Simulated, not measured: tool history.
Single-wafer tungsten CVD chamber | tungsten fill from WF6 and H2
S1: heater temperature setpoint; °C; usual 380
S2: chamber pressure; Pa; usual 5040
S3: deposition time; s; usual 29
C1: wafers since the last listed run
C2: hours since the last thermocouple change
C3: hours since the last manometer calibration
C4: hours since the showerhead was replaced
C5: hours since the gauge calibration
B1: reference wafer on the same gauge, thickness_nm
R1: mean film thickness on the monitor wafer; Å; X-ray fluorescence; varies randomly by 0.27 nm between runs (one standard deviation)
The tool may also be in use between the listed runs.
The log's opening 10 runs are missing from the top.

run   hour   S1    S2    S3   C1      C2      C3     C4     C5      B1      R1
 11  111.6  380  5040    29  147  2646.4  2193.7   33.4  584.9  59.665  749.62
 12  124.8  380  5040  33.4  270  2659.6  2206.9   46.6  598.1  59.601  861.47
 13  134.8  380  5040  33.4  204  2669.6  2216.9   56.6  608.1  59.586  861.07
 14  148.8  380  5040  33.4  286  2683.6  2230.9   70.6  622.1   59.58  855.86
 15    156  371  5040    29  147  2690.8  2238.1   77.8  629.3  59.594  634.06
     170.4  -- thermocouple changed; heater temperature recalibrated
 16  170.9  380  5893    29  141     0.5    2253   92.7  644.2  59.519  736.17
     185.4  -- capacitance manometer re-zeroed and calibrated
 17  185.9  373  5040  32.6  143    15.5     0.5  107.7  659.2  59.704  679.65
     193.3  -- gauge calibrated
 18  198.6  380  5040  24.7  259    28.2    13.2  120.4    5.3  59.575  584.15
 19  213.8  380  5040    31  310    43.4    28.4  135.6   20.5  59.586  738.58
 20    224  366  5426  34.6  208    53.6    38.6  145.8   30.7  59.463  656.27
 21  230.3  380  5040  34.2  128    59.9    44.9  152.1     37   59.65  807.83
 22  240.3  386  6013  33.4  204    69.9    54.9  162.1     47  59.646  945.38
 23  257.8  367  5040  24.8  357    87.4    72.4  179.6   64.5  59.602  465.42
 24  270.5  380  5040    29  259   100.1    85.1  192.3   77.2  59.601  690.77
 25  279.8  380  5040    29  190   109.4    94.4  201.6   86.5  59.626  696.36
 26  296.4  380  5040    29  339     126     111  218.2  103.1  59.633  689.73
 27  304.2  391  4120  30.5  159   133.8   118.8    226  110.9  59.655  810.11
 28  314.8  380  5040    29  216   144.4   129.4  236.6  121.5  59.596  693.42
 29    332  380  4080    25  351   161.6   146.6  253.8  138.7  59.539  548.27
 30  346.9  380  4293  30.8  304   176.5   161.5  268.7  153.6  59.704   689.6
 31  358.7  380  5040  27.2  241   188.3   173.3  280.5  165.4  59.507  654.94
 32  374.5  380  5040  27.5  323   204.1   189.1  296.3  181.2  59.646  661.43
 33  388.2  385  5720    29  280   217.8   202.8    310  194.9  59.541  797.03
 34  396.1  390  5040    29  161   225.7   210.7  317.9  202.8  59.598  822.71
 35  413.2  384  6266  25.9  349   242.8   227.8    335  219.9  59.572  727.91

Here are 3 independent what-if runs from the current tool condition. What would each one return?
  A  413.6  380  5040    29   8  243.2  228.2  335.4  220.3   ?   ?
  B  413.6  389  4040  31.7   8  243.2  228.2  335.4  220.3   ?   ?
  C  413.6  376  5040    29   8  243.2  228.2  335.4  220.3   ?   ?

run      B1      R1
  A  59.597  693.57
  B  59.597  813.54
  C  59.597   645.6
With no hidden state in the tool, these same runs would have given:
run      R1
  A  675.84
  B  793.23
  C  628.71

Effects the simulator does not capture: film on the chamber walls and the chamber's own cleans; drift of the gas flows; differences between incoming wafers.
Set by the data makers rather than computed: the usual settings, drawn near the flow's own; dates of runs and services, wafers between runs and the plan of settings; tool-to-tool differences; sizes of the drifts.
